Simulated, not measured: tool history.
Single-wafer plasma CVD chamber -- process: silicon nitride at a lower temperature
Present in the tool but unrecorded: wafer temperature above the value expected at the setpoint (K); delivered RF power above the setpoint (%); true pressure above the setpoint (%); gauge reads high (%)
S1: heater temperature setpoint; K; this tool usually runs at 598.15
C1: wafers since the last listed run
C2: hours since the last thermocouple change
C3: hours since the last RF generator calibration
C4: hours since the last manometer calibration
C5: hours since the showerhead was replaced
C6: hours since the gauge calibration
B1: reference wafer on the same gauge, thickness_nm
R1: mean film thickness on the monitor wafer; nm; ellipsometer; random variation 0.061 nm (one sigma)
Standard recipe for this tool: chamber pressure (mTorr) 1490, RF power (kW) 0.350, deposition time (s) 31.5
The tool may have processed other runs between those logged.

run 1 hour=0.0 | S1=598.15 chamber_pressure_(mTorr)=1490 RF_power_(kW)=0.350 deposition_time_(s)=31.5 | C1=0 C2=2517.3 C3=2596.3 C4=1878.3 C5=4878.7 C6=71.1 | B1=45.900 | R1=37.044
run 2 hour=17.8 | S1=598.15 chamber_pressure_(mTorr)=1490 RF_power_(kW)=0.350 deposition_time_(s)=31.5 | C1=449 C2=2535.1 C3=2614.1 C4=1896.1 C5=4896.5 C6=88.9 | B1=45.906 | R1=36.932
run 3 hour=26.1 | S1=598.15 chamber_pressure_(mTorr)=1490 RF_power_(kW)=0.350 deposition_time_(s)=31.5 | C1=209 C2=2543.4 C3=2622.4 C4=1904.4 C5=4904.8 C6=97.2 | B1=45.877 | R1=36.951
-- hour=64.1 gauge calibrated
-- hour=65.3 RF generator calibrated
run 4 hour=65.8 | S1=598.15 chamber_pressure_(mTorr)=1490 RF_power_(kW)=0.350 deposition_time_(s)=31.5 | C1=800 C2=2583.1 C3=0.5 C4=1944.1 C5=4944.5 C6=1.7 | B1=45.896 | R1=40.484
run 5 hour=74.6 | S1=598.15 chamber_pressure_(mTorr)=1410 RF_power_(kW)=0.350 deposition_time_(s)=26.8 | C1=222 C2=2591.9 C3=9.3 C4=1952.9 C5=4953.3 C6=10.5 | B1=45.896 | R1=33.873
run 6 hour=80.6 | S1=598.15 chamber_pressure_(mTorr)=1410 RF_power_(kW)=0.350 deposition_time_(s)=26.8 | C1=151 C2=2597.9 C3=15.3 C4=1958.9 C5=4959.3 C6=16.5 | B1=45.910 | R1=33.938
-- hour=91.6 capacitance manometer re-zeroed and calibrated
run 7 hour=92.1 | S1=598.15 chamber_pressure_(mTorr)=1410 RF_power_(kW)=0.350 deposition_time_(s)=26.8 | C1=88 C2=2609.4 C3=26.8 C4=0.5 C5=4970.8 C6=28.0 | B1=45.899 | R1=34.035
-- hour=101.6 thermocouple changed; heater temperature recalibrated
run 8 hour=102.1 | S1=598.15 chamber_pressure_(mTorr)=1490 RF_power_(kW)=0.350 deposition_time_(s)=31.5 | C1=50 C2=0.5 C3=36.8 C4=10.5 C5=4980.8 C6=38.0 | B1=45.891 | R1=40.451
run 9 hour=107.7 | S1=598.15 chamber_pressure_(mTorr)=1490 RF_power_(kW)=0.395 deposition_time_(s)=36.7 | C1=141 C2=6.1 C3=42.4 C4=16.1 C5=4986.4 C6=43.6 | B1=45.889 | R1=52.123

Estimate the outcome of run 10 from the log above:
run 10 hour=123.0 | S1=598.15 chamber_pressure_(mTorr)=1180 RF_power_(kW)=0.330 deposition_time_(s)=31.5 | C1=386 C2=21.4 C3=57.7 C4=31.4 C5=5001.7 C6=58.9 | B1=? | R1=?

{"run 10": {"B1": 45.88, "R1": 36.341}}
On a tool with no hidden condition, and with the same random variation, this run would have come out at R1 36.422 nm.
